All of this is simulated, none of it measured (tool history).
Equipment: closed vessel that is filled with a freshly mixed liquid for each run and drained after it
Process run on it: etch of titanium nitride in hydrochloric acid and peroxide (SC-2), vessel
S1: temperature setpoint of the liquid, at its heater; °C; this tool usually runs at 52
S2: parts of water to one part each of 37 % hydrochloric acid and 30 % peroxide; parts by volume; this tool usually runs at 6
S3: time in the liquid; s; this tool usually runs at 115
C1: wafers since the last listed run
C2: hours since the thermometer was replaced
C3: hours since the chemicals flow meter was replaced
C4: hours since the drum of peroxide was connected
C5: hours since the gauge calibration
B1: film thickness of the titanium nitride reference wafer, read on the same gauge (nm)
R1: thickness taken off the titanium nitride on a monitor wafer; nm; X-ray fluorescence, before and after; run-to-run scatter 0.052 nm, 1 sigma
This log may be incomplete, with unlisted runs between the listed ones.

| run | hour | S1 | S2 | S3 | C1 | C2 | C3 | C4 | C5 | B1 | R1 |
|---|---|---|---|---|---|---|---|---|---|---|---|
| 1 | 0 | 52 | 6 | 115 | 0 | 548.6 | 1098.4 | 1041 | 764.3 | 50.02 | 9.38 |
| 2 | 49.8 | 52 | 6 | 115 | 4460 | 598.4 | 1148.2 | 1090.8 | 814.1 | 50.01 | 9.33 |
|  | 101.3 | new drum of peroxide connected |
| 3 | 133.1 | 52 | 6 | 115 | 7371 | 681.7 | 1231.5 | 31.8 | 897.4 | 50.03 | 9.71 |
| 4 | 188.2 | 52 | 6 | 115 | 4935 | 736.8 | 1286.6 | 86.9 | 952.5 | 50.02 | 9.68 |
| 5 | 296.2 | 57 | 4 | 115 | 9673 | 844.8 | 1394.6 | 194.9 | 1060.5 | 50 | 17.76 |
|  | 322.2 | chemicals flow meter replaced |
| 6 | 576.3 | 57 | 4 | 115 | 24998 | 1124.9 | 254.1 | 475 | 1340.6 | 50 | 17.49 |
| 7 | 649.8 | 52 | 5 | 115 | 6583 | 1198.4 | 327.6 | 548.5 | 1414.1 | 50.02 | 10.93 |
| 8 | 693 | 44 | 8 | 115 | 3869 | 1241.6 | 370.8 | 591.7 | 1457.3 | 49.99 | 4.41 |
| 9 | 787.5 | 52 | 6 | 115 | 8464 | 1336.1 | 465.3 | 686.2 | 1551.8 | 50.01 | 9.53 |
| 10 | 837.4 | 52 | 6 | 115 | 4469 | 1386 | 515.2 | 736.1 | 1601.7 | 50 | 9.4 |
| 11 | 907.4 | 52 | 6 | 115 | 6269 | 1456 | 585.2 | 806.1 | 1671.7 | 50.01 | 9.41 |
| 12 | 954.6 | 52 | 6 | 115 | 4227 | 1503.2 | 632.4 | 853.3 | 1718.9 | 50 | 9.38 |
| 13 | 1061.1 | 45 | 7 | 165 | 9539 | 1609.7 | 738.9 | 959.8 | 1825.4 | 49.99 | 7.5 |
| 14 | 1100.3 | 60.5 | 8.5 | 170 | 3511 | 1648.9 | 778.1 | 999 | 1864.6 | 49.99 | 18.2 |
|  | 1298.4 | new drum of peroxide connected |
| 15 | 1415.5 | 45.5 | 6 | 90 | 28142 | 1964.1 | 1093.3 | 117.1 | 2179.8 | 49.98 | 4.89 |
|  | 1417.3 | thermometer replaced |
| 16 | 1478.1 | 52 | 4 | 115 | 5517 | 60.8 | 1155.9 | 179.7 | 2242.4 | 49.99 | 12.85 |
|  | 1523.6 | chemicals flow meter replaced |
|  | 1710.6 | gauge calibrated |
| 17 | 1759.9 | 59 | 6 | 180 | 25150 | 342.6 | 236.3 | 461.5 | 49.3 | 50.01 | 23.43 |
| 18 | 1833.2 | 52 | 6 | 115 | 6565 | 415.9 | 309.6 | 534.8 | 122.6 | 50 | 9.52 |
| 19 | 1914 | 46.5 | 7 | 115 | 7237 | 496.7 | 390.4 | 615.6 | 203.4 | 50 | 5.79 |
| 20 | 1958.8 | 48.5 | 7 | 145 | 4012 | 541.5 | 435.2 | 660.4 | 248.2 | 50.01 | 8.3 |
| 21 | 2018.5 | 45.5 | 4.5 | 115 | 5347 | 601.2 | 494.9 | 720.1 | 307.9 | 49.98 | 7.55 |
| 22 | 2237 | 52 | 6 | 115 | 19570 | 819.7 | 713.4 | 938.6 | 526.4 | 49.99 | 9.28 |

What was the tool's hidden state at every run in the log?
liquid colder than its thermometer reads (K): 0, the same for each run
chemicals flow above the setpoint (%): 0, the same for each run
gauge reads high (%): 0, the same for each run
H1: peroxide weaker than its label (%)
| run | H1 |
|---|---|
| 1 | 5.08 |
| 2 | 5.3 |
| 3 | 0.256 |
| 4 | 0.508 |
| 5 | 1 |
| 6 | 2.28 |
| 7 | 2.62 |
| 8 | 2.82 |
| 9 | 3.25 |
| 10 | 3.48 |
| 11 | 3.8 |
| 12 | 4.01 |
| 13 | 4.5 |
| 14 | 4.68 |
| 15 | 1.05 |
| 16 | 1.34 |
| 17 | 2.63 |
| 18 | 2.96 |
| 19 | 3.33 |
| 20 | 3.54 |
| 21 | 3.81 |
| 22 | 4.81 |
